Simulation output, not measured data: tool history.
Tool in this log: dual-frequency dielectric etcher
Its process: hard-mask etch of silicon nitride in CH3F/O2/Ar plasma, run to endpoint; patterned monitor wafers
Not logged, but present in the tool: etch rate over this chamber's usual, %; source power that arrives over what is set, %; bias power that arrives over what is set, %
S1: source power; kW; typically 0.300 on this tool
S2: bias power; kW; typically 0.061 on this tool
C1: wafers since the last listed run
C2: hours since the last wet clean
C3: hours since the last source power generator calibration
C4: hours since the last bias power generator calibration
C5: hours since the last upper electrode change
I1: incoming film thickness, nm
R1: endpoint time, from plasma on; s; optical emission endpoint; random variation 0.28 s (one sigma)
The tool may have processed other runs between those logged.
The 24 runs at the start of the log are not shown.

run	day	S1	S2	C1	C2	C3	C4	C5	I1	R1
# day 91.233: upper electrode replaced
25	91.254	0.300	0.055	256	483.1	676.9	699.9	0.5	44.03	74.8
26	93.325	0.360	0.061	301	532.8	726.6	749.6	50.2	44.71	69.5
# day 95.733: wet clean of the chamber
27	96.442	0.300	0.057	308	17.0	801.4	824.4	125.0	44.65	77.2
28	98.292	0.330	0.055	269	61.4	845.8	868.8	169.4	44.53	76.3
29	101.362	0.330	0.056	447	135.1	919.5	942.5	243.1	44.32	75.1
30	103.225	0.300	0.061	271	179.8	964.2	987.2	287.8	44.33	73.5
31	106.892	0.300	0.061	534	267.8	1052.2	1075.2	375.8	44.52	72.7
32	110.229	0.240	0.057	486	347.9	1132.3	1155.3	455.9	44.27	77.3
33	114.538	0.270	0.061	627	451.3	1235.7	1258.7	559.3	44.04	72.9

Branching from run 33: 5 alternative next runs. What would each branch give?
A	114.554	0.300	0.052	2	451.7	1236.1	1259.1	559.7	44.05	?
B	114.554	0.300	0.048	2	451.7	1236.1	1259.1	559.7	44.05	?
C	114.554	0.340	0.049	2	451.7	1236.1	1259.1	559.7	44.05	?
D	114.554	0.380	0.066	2	451.7	1236.1	1259.1	559.7	44.05	?
E	114.554	0.230	0.076	2	451.7	1236.1	1259.1	559.7	44.05	?

run	R1
A	75.2
B	77.5
C	75.0
D	65.4
E	67.9
Take away the tool's hidden state, keep each run's random variation, and the runs would have read:
run	R1
A	79.1
B	81.5
C	78.9
D	68.8
E	71.5
